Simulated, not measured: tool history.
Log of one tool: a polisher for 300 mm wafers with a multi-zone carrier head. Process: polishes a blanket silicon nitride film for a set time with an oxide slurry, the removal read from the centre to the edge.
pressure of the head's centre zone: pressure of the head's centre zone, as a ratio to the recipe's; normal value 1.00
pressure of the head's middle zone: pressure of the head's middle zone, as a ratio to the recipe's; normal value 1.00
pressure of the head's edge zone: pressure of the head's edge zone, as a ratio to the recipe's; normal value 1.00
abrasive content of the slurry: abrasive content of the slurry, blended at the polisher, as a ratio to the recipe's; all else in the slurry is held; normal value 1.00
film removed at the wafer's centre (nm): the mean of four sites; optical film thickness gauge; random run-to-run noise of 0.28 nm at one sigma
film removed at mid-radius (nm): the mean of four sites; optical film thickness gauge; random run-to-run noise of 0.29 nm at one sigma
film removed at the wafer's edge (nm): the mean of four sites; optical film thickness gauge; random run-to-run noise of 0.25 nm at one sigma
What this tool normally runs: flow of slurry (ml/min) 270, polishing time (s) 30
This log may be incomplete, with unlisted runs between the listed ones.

run,hour,flow of slurry (ml/min),pressure of the head's centre zone,pressure of the head's middle zone,pressure of the head's edge zone,abrasive content of the slurry,polishing time (s),wafers since the last listed run,wafers polished on this pad,hours since the slurry nozzle was cleaned,hours since the centre zone pressure was calibrated,hours since the edge zone pressure was calibrated,hours since the carrier head's membrane was replaced,"incoming thickness of the incoming film, nm",film removed at the wafer's centre (nm),film removed at mid-radius (nm),film removed at the wafer's edge (nm)
1,0.0,270,1.11,1.00,1.03,1.00,22,0,1265,227.7,141.2,225.7,52.5,370.2,19.0,17.7,17.8
# hour 5.4: slurry nozzle cleaned
2,18.4,300,1.00,1.00,1.00,1.00,33,239,1504,13.0,159.6,244.1,70.9,370.6,26.3,26.6,26.4
3,40.5,270,1.05,1.07,1.00,0.75,30,304,1809,35.1,181.7,266.2,93.0,366.6,21.9,22.2,21.3
# hour 55.8: edge zone pressure recalibrated
4,56.2,270,1.09,1.00,0.89,1.00,30,188,1998,50.8,197.4,0.4,108.7,372.3,26.0,24.1,22.6
5,70.3,270,1.00,1.00,1.00,1.00,30,194,2192,64.9,211.5,14.5,122.8,370.3,23.8,24.0,23.8
# hour 91.5: worn pad replaced by a new one
6,105.2,270,1.00,1.00,1.00,1.00,30,425,188,99.8,246.4,49.4,157.7,369.2,24.3,23.5,24.2
7,119.3,270,1.00,1.11,1.00,1.00,30,194,383,113.9,260.5,63.5,171.8,377.4,23.8,25.8,23.7
8,147.8,270,1.00,1.00,1.00,1.00,40,392,775,142.4,289.0,92.0,200.3,362.8,31.5,32.4,31.3
9,162.4,195,1.00,0.90,1.00,0.70,30,201,976,157.0,303.6,106.6,214.9,364.5,18.9,18.1,19.9
10,176.3,270,1.00,0.95,1.00,1.00,30,191,1168,170.9,317.5,120.5,228.8,372.8,23.9,23.0,24.3
11,196.1,190,1.00,1.00,1.08,1.00,24,272,1441,190.7,337.3,140.3,248.6,370.5,17.7,18.0,18.7
# hour 223.7: slurry nozzle cleaned
12,229.7,270,1.00,1.00,1.00,1.00,30,449,1890,6.0,370.9,173.9,282.2,368.9,23.8,23.9,24.3
13,251.1,270,1.00,1.11,0.96,1.00,30,294,2185,27.4,392.3,195.3,303.6,373.9,23.4,25.5,23.8
14,277.7,270,1.00,1.00,1.00,1.00,21,366,2551,54.0,418.9,221.9,330.2,370.2,16.2,16.9,16.8
15,302.9,230,1.05,1.00,1.00,1.25,36,347,2899,79.2,444.1,247.1,355.4,365.1,31.7,30.3,30.9
16,316.3,300,0.93,0.95,1.00,1.00,30,184,3083,92.6,457.5,260.5,368.8,375.6,22.2,23.3,24.1
# hour 328.3: worn pad replaced by a new one
17,329.4,270,1.06,1.00,1.00,1.00,30,125,15,105.7,470.6,273.6,381.9,367.9,25.1,23.8,24.1
18,362.3,270,1.00,1.00,1.00,1.00,30,453,468,138.6,503.5,306.5,414.8,364.7,24.1,23.8,24.2
19,387.8,270,1.00,1.00,1.00,1.00,30,351,820,164.1,529.0,332.0,440.3,370.1,23.8,23.8,24.2
# hour 398.1: edge zone pressure recalibrated
20,415.6,300,1.00,1.00,1.00,0.80,30,355,1175,191.9,556.8,17.5,468.1,369.7,21.4,21.6,22.0
# hour 427.4: slurry nozzle cleaned
21,446.8,270,1.00,1.00,1.00,1.00,30,416,1591,19.4,588.0,48.7,499.3,374.3,23.5,23.5,23.6
22,470.6,230,1.00,1.11,1.10,0.75,30,327,1919,43.2,611.8,72.5,523.1,366.4,20.5,22.3,21.5
23,493.0,270,1.00,0.97,1.00,0.80,30,308,2228,65.6,634.2,94.9,545.5,365.5,21.4,20.7,21.7

Below are 3 alternative next runs, each starting from the tool's condition after run 23. Predict each:
A,493.4,270,1.00,1.00,1.00,1.00,30,5,2233,66.0,634.6,95.3,545.9,371.1,?,?,?
B,493.4,270,1.00,0.95,0.96,1.25,30,5,2233,66.0,634.6,95.3,545.9,371.1,?,?,?
C,493.4,270,1.00,1.00,1.06,1.00,30,5,2233,66.0,634.6,95.3,545.9,371.1,?,?,?

run,film removed at the wafer's centre (nm),film removed at mid-radius (nm),film removed at the wafer's edge (nm)
A,23.3,24.3,24.1
B,25.4,25.6,25.9
C,23.3,24.3,24.8
Without the tool's hidden state the same runs would have given:
run,film removed at the wafer's centre (nm),film removed at mid-radius (nm),film removed at the wafer's edge (nm)
A,23.3,24.3,24.1
B,25.4,25.6,25.9
C,23.3,24.3,24.8
